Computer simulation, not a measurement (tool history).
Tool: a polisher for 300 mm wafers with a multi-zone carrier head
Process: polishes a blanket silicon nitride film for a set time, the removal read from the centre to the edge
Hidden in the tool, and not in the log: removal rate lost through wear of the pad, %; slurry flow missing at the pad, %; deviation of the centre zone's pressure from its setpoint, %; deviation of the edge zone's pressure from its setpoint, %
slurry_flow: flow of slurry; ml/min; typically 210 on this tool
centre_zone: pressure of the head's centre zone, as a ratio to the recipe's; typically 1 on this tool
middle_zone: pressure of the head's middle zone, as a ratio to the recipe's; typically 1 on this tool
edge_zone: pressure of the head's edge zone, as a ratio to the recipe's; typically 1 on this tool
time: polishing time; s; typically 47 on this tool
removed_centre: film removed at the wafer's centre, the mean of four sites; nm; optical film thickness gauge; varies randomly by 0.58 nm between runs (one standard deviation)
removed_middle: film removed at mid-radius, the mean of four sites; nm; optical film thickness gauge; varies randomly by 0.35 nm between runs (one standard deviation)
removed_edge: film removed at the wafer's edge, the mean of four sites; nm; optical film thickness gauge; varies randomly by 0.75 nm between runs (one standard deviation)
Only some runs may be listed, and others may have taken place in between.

run	day	slurry_flow	centre_zone	middle_zone	edge_zone	time	wafers since the last listed run	wafers polished on this pad	hours since the slurry nozzle was cleaned	hours since the centre zone pressure was calibrated	hours since the edge zone pressure was calibrated	hours since the carrier head's membrane was replaced	incoming thickness of the incoming film, nm	removed_centre	removed_middle	removed_edge
1	0	210	0.94	1	1.08	47	0	2334	28.2	1156	694.9	205.1	891.2	56.1	57.2	60.1
# day 1.629: worn pad replaced by a new one
2	2.067	210	0.94	1	1.08	47	371	85	77.8	1205.6	744.5	254.7	907.8	54.8	57.5	60.5
3	4.842	210	1	1	1	47	542	628	144.4	1272.2	811.1	321.3	895.5	58.7	57.8	57.9
4	6.604	210	1	1	1	47	344	972	186.7	1314.5	853.4	363.6	889.4	57.3	56.9	58.2
5	9.458	210	1	1	1	47	558	1531	255.2	1383	921.9	432.1	882.6	57.8	57.5	57.2
6	12.342	210	1	1	1	47	564	2095	324.4	1452.2	991.1	501.3	885.6	57.5	57.6	58.6
# day 13.2: edge zone pressure recalibrated
# day 14.704: centre zone pressure recalibrated
7	14.833	210	1	1	1	47	454	2549	384.2	3.1	39.2	561.1	907.4	57.1	57.3	58.3
# day 15.425: worn pad replaced by a new one
8	17.712	210	1	1.04	1.09	47	530	447	453.3	72.2	108.3	630.2	905.5	58	59.3	60.1
# day 18.7: slurry nozzle cleaned
9	26.179	210	1	1.04	1.09	47	1648	2095	179.5	275.4	311.5	833.4	902.1	58.1	59.8	61.3
10	28.554	210	0.92	1.08	1	47	464	2560	236.5	332.4	368.5	890.4	902.5	53.9	61	58.3
# day 30.442: worn pad replaced by a new one
11	31.288	210	0.92	1.08	1	47	502	165	302.1	398	434.1	956	910	54.5	61.6	58.9
12	33.446	210	1	0.88	1	47	422	587	353.9	449.8	485.9	1007.8	895	57.5	51.6	58.2
13	35.596	210	1	1	1	47	420	1007	405.5	501.4	537.5	1059.4	911.6	58.4	57.5	58
# day 36.396: slurry nozzle cleaned
14	38.208	260	1.1	1.06	1	33	502	1510	43.5	564.1	600.2	1122.1	899.4	44.6	43.1	41.9
15	39.925	210	1	1.06	1.05	47	335	1846	84.7	605.3	641.4	1163.3	914.4	57.9	60	59.9
16	41.05	210	1	1	1.06	47	220	2066	111.7	632.3	668.4	1190.3	892.5	58.1	56.7	60.3
# day 41.621: carrier head's membrane replaced by a new one
17	43.292	145	0.95	1	1.04	43	397	2464	165.5	686.1	722.2	40.1	901.8	47	49.2	52.7
# day 44.492: worn pad replaced by a new one
18	44.738	210	1	1	1	47	250	47	200.2	720.8	756.9	74.8	886.5	57.2	57.6	57.9
# day 46.438: edge zone pressure recalibrated
19	47.138	210	0.95	0.89	0.96	61	453	501	257.8	778.4	16.8	132.4	889.6	70.9	67.7	74.1
20	49.088	165	1	1.09	1	40	381	882	304.6	825.2	63.6	179.2	915.6	46.9	50.5	47.7
# day 55.838: slurry nozzle cleaned
21	57.588	210	0.88	1	1	47	1654	2537	42	1029.2	267.6	383.2	909	52.7	57.3	58.5
# day 59.171: worn pad replaced by a new one
22	59.996	210	1	1	0.92	47	438	161	99.8	1087	325.4	441	902.9	57.9	57.4	55
23	61.358	210	1	1	0.92	40	266	428	132.5	1119.7	358.1	473.7	899.4	48.8	49	47.9

What if the next run were any one of these 3? Each begins from the tool's condition after run 23:
A	61.375	210	1	1	1	47	3	431	132.9	1120.1	358.5	474.1	902.9	?	?	?
B	61.375	170	1.08	1	1.08	47	3	431	132.9	1120.1	358.5	474.1	902.9	?	?	?
C	61.375	210	1	1	1	36	3	431	132.9	1120.1	358.5	474.1	902.9	?	?	?

run	removed_centre	removed_middle	removed_edge
A	57.7	57.1	58.3
B	58.5	55.1	58.9
C	44.2	43.7	44.6
Stripped of hidden state, with their random variation kept, the same runs would have yielded:
run	removed_centre	removed_middle	removed_edge
A	57.7	57.1	58.3
B	58.5	55.1	58.9
C	44.2	43.7	44.6
